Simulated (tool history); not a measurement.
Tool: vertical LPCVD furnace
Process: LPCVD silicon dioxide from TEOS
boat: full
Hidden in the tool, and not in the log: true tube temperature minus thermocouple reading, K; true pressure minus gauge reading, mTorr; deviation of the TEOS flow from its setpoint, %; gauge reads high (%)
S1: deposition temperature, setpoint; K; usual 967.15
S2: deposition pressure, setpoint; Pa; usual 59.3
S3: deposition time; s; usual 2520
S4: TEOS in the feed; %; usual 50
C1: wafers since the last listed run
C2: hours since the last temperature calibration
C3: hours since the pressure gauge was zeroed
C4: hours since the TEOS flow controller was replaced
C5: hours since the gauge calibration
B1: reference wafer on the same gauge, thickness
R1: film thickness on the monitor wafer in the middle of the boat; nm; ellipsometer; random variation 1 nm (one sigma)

{"run": 1, "hour": 0.0, "S1": 967.15, "S2": 59.3, "S3": 2520, "S4": 50, "C1": 0, "C2": 2639, "C3": 0.5, "C4": 5258.3, "C5": 832.4, "B1": 224.18, "R1": 312.08}
{"hour": 3.3, "done": "gauge calibrated"}
{"run": 2, "hour": 8.0, "S1": 967.15, "S2": 59.3, "S3": 2520, "S4": 50, "C1": 116, "C2": 2647, "C3": 8.5, "C4": 5266.3, "C5": 4.7, "B1": 224, "R1": 310.57}
{"run": 3, "hour": 25.4, "S1": 967.15, "S2": 59.3, "S3": 2520, "S4": 50, "C1": 252, "C2": 2664.4, "C3": 25.9, "C4": 5283.7, "C5": 22.1, "B1": 223.65, "R1": 310.52}
{"hour": 61.1, "done": "thermocouples replaced and temperature profile calibrated"}
{"run": 4, "hour": 61.6, "S1": 967.15, "S2": 59.3, "S3": 2520, "S4": 50, "C1": 177, "C2": 0.5, "C3": 62.1, "C4": 5319.9, "C5": 58.3, "B1": 224.08, "R1": 284.69}
{"hour": 103.3, "done": "TEOS flow controller replaced"}
{"run": 5, "hour": 103.8, "S1": 967.15, "S2": 59.3, "S3": 2520, "S4": 50, "C1": 264, "C2": 42.7, "C3": 104.3, "C4": 0.5, "C5": 100.5, "B1": 223.92, "R1": 284.4}
{"run": 6, "hour": 109.2, "S1": 967.15, "S2": 59.3, "S3": 2520, "S4": 50, "C1": 78, "C2": 48.1, "C3": 109.7, "C4": 5.9, "C5": 105.9, "B1": 224.28, "R1": 282.97}
{"run": 7, "hour": 121.4, "S1": 958.15, "S2": 74, "S3": 2520, "S4": 42, "C1": 177, "C2": 60.3, "C3": 121.9, "C4": 18.1, "C5": 118.1, "B1": 224.18, "R1": 233.62}
{"run": 8, "hour": 146.2, "S1": 967.15, "S2": 59.3, "S3": 2250, "S4": 50, "C1": 359, "C2": 85.1, "C3": 146.7, "C4": 42.9, "C5": 142.9, "B1": 224, "R1": 250.61}
{"run": 9, "hour": 171.2, "S1": 967.15, "S2": 68, "S3": 2520, "S4": 50, "C1": 362, "C2": 110.1, "C3": 171.7, "C4": 67.9, "C5": 167.9, "B1": 224.02, "R1": 303.85}
{"run": 10, "hour": 189.0, "S1": 967.15, "S2": 59.3, "S3": 2520, "S4": 50, "C1": 258, "C2": 127.9, "C3": 189.5, "C4": 85.7, "C5": 185.7, "B1": 224.26, "R1": 282.35}
{"run": 11, "hour": 218.2, "S1": 972.15, "S2": 59.3, "S3": 2520, "S4": 50, "C1": 423, "C2": 157.1, "C3": 218.7, "C4": 114.9, "C5": 214.9, "B1": 223.67, "R1": 318.24}
{"run": 12, "hour": 247.6, "S1": 967.15, "S2": 70, "S3": 1740, "S4": 50, "C1": 426, "C2": 186.5, "C3": 248.1, "C4": 144.3, "C5": 244.3, "B1": 223.94, "R1": 212.89}
{"run": 13, "hour": 262.0, "S1": 967.15, "S2": 59.3, "S3": 2520, "S4": 50, "C1": 209, "C2": 200.9, "C3": 262.5, "C4": 158.7, "C5": 258.7, "B1": 223.99, "R1": 283.4}
{"run": 14, "hour": 278.9, "S1": 967.15, "S2": 59.3, "S3": 1530, "S4": 50, "C1": 245, "C2": 217.8, "C3": 279.4, "C4": 175.6, "C5": 275.6, "B1": 224.08, "R1": 171.89}
{"run": 15, "hour": 305.3, "S1": 967.15, "S2": 59.3, "S3": 2520, "S4": 59, "C1": 383, "C2": 244.2, "C3": 305.8, "C4": 202, "C5": 302, "B1": 223.95, "R1": 306.07}
{"run": 16, "hour": 336.5, "S1": 967.15, "S2": 59.3, "S3": 2520, "S4": 50, "C1": 452, "C2": 275.4, "C3": 337, "C4": 233.2, "C5": 333.2, "B1": 224.03, "R1": 282.98}
{"run": 17, "hour": 365.4, "S1": 972.15, "S2": 59.3, "S3": 2910, "S4": 58, "C1": 419, "C2": 304.3, "C3": 365.9, "C4": 262.1, "C5": 362.1, "B1": 224.01, "R1": 397.06}
{"run": 18, "hour": 392.2, "S1": 967.15, "S2": 59.3, "S3": 2520, "S4": 50, "C1": 389, "C2": 331.1, "C3": 392.7, "C4": 288.9, "C5": 388.9, "B1": 223.96, "R1": 283.38}
{"run": 19, "hour": 419.0, "S1": 974.15, "S2": 59.3, "S3": 3240, "S4": 53, "C1": 389, "C2": 357.9, "C3": 419.5, "C4": 315.7, "C5": 415.7, "B1": 223.97, "R1": 442.07}
{"run": 20, "hour": 449.4, "S1": 970.15, "S2": 48.7, "S3": 2520, "S4": 59, "C1": 441, "C2": 388.3, "C3": 449.9, "C4": 346.1, "C5": 446.1, "B1": 224.07, "R1": 297.04}
{"run": 21, "hour": 464.7, "S1": 967.15, "S2": 59.3, "S3": 2520, "S4": 50, "C1": 222, "C2": 403.6, "C3": 465.2, "C4": 361.4, "C5": 461.4, "B1": 224.03, "R1": 282.18}
{"run": 22, "hour": 481.4, "S1": 967.15, "S2": 59.3, "S3": 2520, "S4": 50, "C1": 242, "C2": 420.3, "C3": 481.9, "C4": 378.1, "C5": 478.1, "B1": 224.32, "R1": 280.54}
{"run": 23, "hour": 509.6, "S1": 967.15, "S2": 59.3, "S3": 2520, "S4": 50, "C1": 409, "C2": 448.5, "C3": 510.1, "C4": 406.3, "C5": 506.3, "B1": 224.04, "R1": 283.68}
{"run": 24, "hour": 523.2, "S1": 967.15, "S2": 59.3, "S3": 1530, "S4": 50, "C1": 197, "C2": 462.1, "C3": 523.7, "C4": 419.9, "C5": 519.9, "B1": 223.95, "R1": 173.24}
{"run": 25, "hour": 556.9, "S1": 962.15, "S2": 46, "S3": 2520, "S4": 42, "C1": 489, "C2": 495.8, "C3": 557.4, "C4": 453.6, "C5": 553.6, "B1": 224.09, "R1": 202.92}
{"run": 26, "hour": 574.2, "S1": 958.15, "S2": 59.3, "S3": 2520, "S4": 44, "C1": 251, "C2": 513.1, "C3": 574.7, "C4": 470.9, "C5": 570.9, "B1": 223.94, "R1": 215.61}
{"run": 27, "hour": 598.8, "S1": 971.15, "S2": 70, "S3": 2520, "S4": 50, "C1": 357, "C2": 537.7, "C3": 599.3, "C4": 495.5, "C5": 595.5, "B1": 223.83, "R1": 337.9}
{"run": 28, "hour": 614.5, "S1": 967.15, "S2": 59.3, "S3": 2520, "S4": 50, "C1": 227, "C2": 553.4, "C3": 615, "C4": 511.2, "C5": 611.2, "B1": 224.01, "R1": 283.76}
{"run": 29, "hour": 632.5, "S1": 967.15, "S2": 64, "S3": 2520, "S4": 55, "C1": 261, "C2": 571.4, "C3": 633, "C4": 529.2, "C5": 629.2, "B1": 223.71, "R1": 307.27}
{"run": 30, "hour": 657.8, "S1": 967.15, "S2": 52.7, "S3": 2850, "S4": 50, "C1": 367, "C2": 596.7, "C3": 658.3, "C4": 554.5, "C5": 654.5, "B1": 223.76, "R1": 304.03}

Forecast each of these 5 alternatives for the next run:
{"run": "A", "hour": 662.2, "S1": 967.15, "S2": 59.3, "S3": 2520, "S4": 50, "C1": 63, "C2": 601.1, "C3": 662.7, "C4": 558.9, "C5": 658.9, "B1": "?", "R1": "?"}
{"run": "B", "hour": 662.2, "S1": 967.15, "S2": 59.3, "S3": 2100, "S4": 55, "C1": 63, "C2": 601.1, "C3": 662.7, "C4": 558.9, "C5": 658.9, "B1": "?", "R1": "?"}
{"run": "C", "hour": 662.2, "S1": 967.15, "S2": 70, "S3": 3120, "S4": 44, "C1": 63, "C2": 601.1, "C3": 662.7, "C4": 558.9, "C5": 658.9, "B1": "?", "R1": "?"}
{"run": "D", "hour": 662.2, "S1": 970.15, "S2": 59.3, "S3": 2520, "S4": 57, "C1": 63, "C2": 601.1, "C3": 662.7, "C4": 558.9, "C5": 658.9, "B1": "?", "R1": "?"}
{"run": "E", "hour": 662.2, "S1": 967.15, "S2": 67.3, "S3": 3270, "S4": 58, "C1": 63, "C2": 601.1, "C3": 662.7, "C4": 558.9, "C5": 658.9, "B1": "?", "R1": "?"}

run=A B1=223.76 R1=282.07
run=B B1=223.76 R1=246.53
run=C B1=223.76 R1=355.84
run=D B1=223.76 R1=323.11
run=E B1=223.76 R1=419.95
Without the tool's hidden state the same runs would have given:
run=A R1=277.66
run=B R1=242.68
run=C R1=350.28
run=D R1=318.1
run=E R1=413.39
